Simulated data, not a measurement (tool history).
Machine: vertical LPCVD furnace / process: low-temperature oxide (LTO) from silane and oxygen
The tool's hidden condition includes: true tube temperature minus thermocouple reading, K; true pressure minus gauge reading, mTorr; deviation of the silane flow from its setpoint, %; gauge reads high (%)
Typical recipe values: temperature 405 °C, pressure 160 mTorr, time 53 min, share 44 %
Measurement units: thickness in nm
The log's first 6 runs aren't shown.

| run | day | temperature | pressure | time | share | wafers since the last listed run | hours since the last temperature calibration | hours since the pressure gauge was zeroed | hours since the silane flow controller was replaced | hours since the gauge calibration | read-back reference wafer on the same gauge, thickness | thickness |
|---|---|---|---|---|---|---|---|---|---|---|---|---|
| 7 | 5.767 | 405 | 160 | 53 | 44 | 295 | 4177.7 | 3975.1 | 5686.7 | 496.5 | 331.1 | 395.95 |
| 8 | 6.433 | 405 | 160 | 53 | 44 | 275 | 4193.7 | 3991.1 | 5702.7 | 512.5 | 330.78 | 395.36 |
| 9 | 7.246 | 405 | 160 | 53 | 44 | 335 | 4213.2 | 4010.6 | 5722.2 | 532 | 330.95 | 395.04 |
|  | 8.308 | thermocouples replaced and temperature profile calibrated |
| 10 | 8.329 | 405 | 160 | 53 | 44 | 34 | 0.5 | 4036.6 | 5748.2 | 558 | 330.93 | 395.84 |
| 11 | 8.546 | 405 | 160 | 53 | 37 | 89 | 5.7 | 4041.8 | 5753.4 | 563.2 | 331.12 | 323.3 |
| 12 | 9.042 | 405 | 160 | 53 | 44 | 204 | 17.6 | 4053.7 | 5765.3 | 575.1 | 330.98 | 395.66 |
|  | 9.662 | gauge calibrated |
| 13 | 9.688 | 405 | 160 | 53 | 44 | 266 | 33.1 | 4069.2 | 5780.8 | 0.6 | 331.05 | 396.04 |
|  | 10.871 | silane flow controller replaced |
| 14 | 10.892 | 405 | 160 | 53 | 44 | 84 | 62 | 4098.1 | 0.5 | 29.5 | 331.03 | 395.78 |
| 15 | 11.296 | 405 | 160 | 53 | 44 | 166 | 71.7 | 4107.8 | 10.2 | 39.2 | 331.09 | 395.3 |
| 16 | 12.496 | 416 | 175 | 70.5 | 44 | 495 | 100.5 | 4136.6 | 39 | 68 | 330.87 | 647.7 |
| 17 | 12.858 | 405 | 160 | 53 | 38 | 149 | 109.2 | 4145.3 | 47.7 | 76.7 | 331.01 | 334.03 |
| 18 | 13.55 | 405 | 160 | 65 | 44 | 285 | 125.8 | 4161.9 | 64.3 | 93.3 | 331.14 | 485.08 |
| 19 | 14.417 | 405 | 160 | 53 | 44 | 357 | 146.6 | 4182.7 | 85.1 | 114.1 | 331.08 | 395.89 |

Run 20, settings as shown, results not yet in. Your forecast:
| 20 | 15.333 | 405 | 160 | 37 | 44 | 378 | 168.6 | 4204.7 | 107.1 | 136.1 | ? | ? |

{"run 20": {"read-back reference wafer on the same gauge, thickness": 330.94, "thickness": 275.98}}
Without the tool's hidden state the same run would have given thickness 286.27 nm.

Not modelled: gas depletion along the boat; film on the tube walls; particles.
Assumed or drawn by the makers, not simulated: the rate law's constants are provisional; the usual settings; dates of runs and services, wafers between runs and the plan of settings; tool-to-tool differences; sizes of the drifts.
